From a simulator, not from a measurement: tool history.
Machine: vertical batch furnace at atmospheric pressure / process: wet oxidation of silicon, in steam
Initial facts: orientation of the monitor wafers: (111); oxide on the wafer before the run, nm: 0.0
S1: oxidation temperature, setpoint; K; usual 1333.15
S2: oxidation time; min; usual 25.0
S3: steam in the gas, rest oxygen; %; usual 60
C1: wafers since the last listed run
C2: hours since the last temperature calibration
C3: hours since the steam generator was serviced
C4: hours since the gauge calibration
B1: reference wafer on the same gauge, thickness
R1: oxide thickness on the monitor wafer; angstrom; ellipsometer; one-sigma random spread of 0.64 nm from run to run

run 1 hour=0.0 | S1=1333.15 S2=25.0 S3=60 | C1=0 C2=3420.0 C3=1624.0 C4=117.6 | B1=336.86 | R1=2765.3
run 2 hour=49.7 | S1=1333.15 S2=25.0 S3=60 | C1=585 C2=3469.7 C3=1673.7 C4=167.3 | B1=336.83 | R1=2759.3
run 3 hour=57.2 | S1=1333.15 S2=25.0 S3=60 | C1=88 C2=3477.2 C3=1681.2 C4=174.8 | B1=336.83 | R1=2757.5
run 4 hour=66.8 | S1=1333.15 S2=25.0 S3=60 | C1=113 C2=3486.8 C3=1690.8 C4=184.4 | B1=336.97 | R1=2745.4
run 5 hour=79.9 | S1=1333.15 S2=25.0 S3=60 | C1=154 C2=3499.9 C3=1703.9 C4=197.5 | B1=337.33 | R1=2753.6
-- hour=110.4 steam generator serviced
run 6 hour=110.9 | S1=1333.15 S2=25.0 S3=56 | C1=82 C2=3530.9 C3=0.5 C4=228.5 | B1=336.80 | R1=2761.5
run 7 hour=115.4 | S1=1322.15 S2=25.0 S3=55 | C1=53 C2=3535.4 C3=5.0 C4=233.0 | B1=337.10 | R1=2561.7
run 8 hour=120.0 | S1=1322.15 S2=25.0 S3=55 | C1=54 C2=3540.0 C3=9.6 C4=237.6 | B1=336.73 | R1=2571.5
run 9 hour=127.0 | S1=1347.15 S2=25.0 S3=60 | C1=82 C2=3547.0 C3=16.6 C4=244.6 | B1=336.92 | R1=3092.4
run 10 hour=136.4 | S1=1347.15 S2=25.0 S3=60 | C1=110 C2=3556.4 C3=26.0 C4=254.0 | B1=337.00 | R1=3096.6
-- hour=177.2 thermocouples replaced and temperature profile calibrated
run 11 hour=178.9 | S1=1333.15 S2=25.0 S3=60 | C1=218 C2=1.7 C3=68.5 C4=296.5 | B1=337.12 | R1=2891.3
run 12 hour=189.2 | S1=1333.15 S2=25.0 S3=60 | C1=121 C2=12.0 C3=78.8 C4=306.8 | B1=336.81 | R1=2887.9
-- hour=193.7 gauge calibrated
run 13 hour=202.4 | S1=1333.15 S2=25.0 S3=60 | C1=155 C2=25.2 C3=92.0 C4=8.7 | B1=336.97 | R1=2877.9
run 14 hour=214.3 | S1=1351.15 S2=34.5 S3=56 | C1=140 C2=37.1 C3=103.9 C4=20.6 | B1=336.92 | R1=3661.3
run 15 hour=230.7 | S1=1354.15 S2=33.0 S3=60 | C1=193 C2=53.5 C3=120.3 C4=37.0 | B1=337.06 | R1=3764.4
run 16 hour=238.2 | S1=1333.15 S2=25.0 S3=60 | C1=88 C2=61.0 C3=127.8 C4=44.5 | B1=337.10 | R1=2884.9
run 17 hour=256.4 | S1=1319.15 S2=25.0 S3=60 | C1=214 C2=79.2 C3=146.0 C4=62.7 | B1=336.94 | R1=2662.4
run 18 hour=265.8 | S1=1342.15 S2=36.0 S3=57 | C1=110 C2=88.6 C3=155.4 C4=72.1 | B1=336.95 | R1=3631.3
run 19 hour=275.4 | S1=1333.15 S2=25.0 S3=60 | C1=113 C2=98.2 C3=165.0 C4=81.7 | B1=337.04 | R1=2878.7
run 20 hour=282.0 | S1=1322.15 S2=36.0 S3=49 | C1=77 C2=104.8 C3=171.6 C4=88.3 | B1=337.11 | R1=2996.7
run 21 hour=297.0 | S1=1333.15 S2=25.0 S3=60 | C1=176 C2=119.8 C3=186.6 C4=103.3 | B1=337.19 | R1=2882.8
run 22 hour=314.3 | S1=1333.15 S2=25.0 S3=60 | C1=203 C2=137.1 C3=203.9 C4=120.6 | B1=337.02 | R1=2885.8
run 23 hour=332.4 | S1=1316.15 S2=29.5 S3=67 | C1=213 C2=155.2 C3=222.0 C4=138.7 | B1=337.07 | R1=3113.2
run 24 hour=345.1 | S1=1355.15 S2=25.0 S3=48 | C1=149 C2=167.9 C3=234.7 C4=151.4 | B1=337.05 | R1=2830.4
run 25 hour=359.3 | S1=1315.15 S2=21.0 S3=60 | C1=167 C2=182.1 C3=248.9 C4=165.6 | B1=336.71 | R1=2331.8

4 options for the next run, each taken on its own from the tool as it stands now. Forecast them:
run A hour=363.9 | S1=1356.15 S2=25.0 S3=60 | C1=54 C2=186.7 C3=253.5 C4=170.2 | B1=? | R1=?
run B hour=363.9 | S1=1326.15 S2=25.0 S3=60 | C1=54 C2=186.7 C3=253.5 C4=170.2 | B1=? | R1=?
run C hour=363.9 | S1=1322.15 S2=32.5 S3=60 | C1=54 C2=186.7 C3=253.5 C4=170.2 | B1=? | R1=?
run D hour=363.9 | S1=1315.15 S2=28.5 S3=66 | C1=54 C2=186.7 C3=253.5 C4=170.2 | B1=? | R1=?

run=A B1=336.80 R1=3221.4
run=B B1=336.80 R1=2770.0
run=C B1=336.80 R1=3185.1
run=D B1=336.80 R1=2999.6
The same runs, with their run-to-run variation unchanged, on a tool lacking any hidden condition would have given:
run=A R1=3250.8
run=B R1=2796.9
run=C R1=3215.5
run=D R1=3028.8
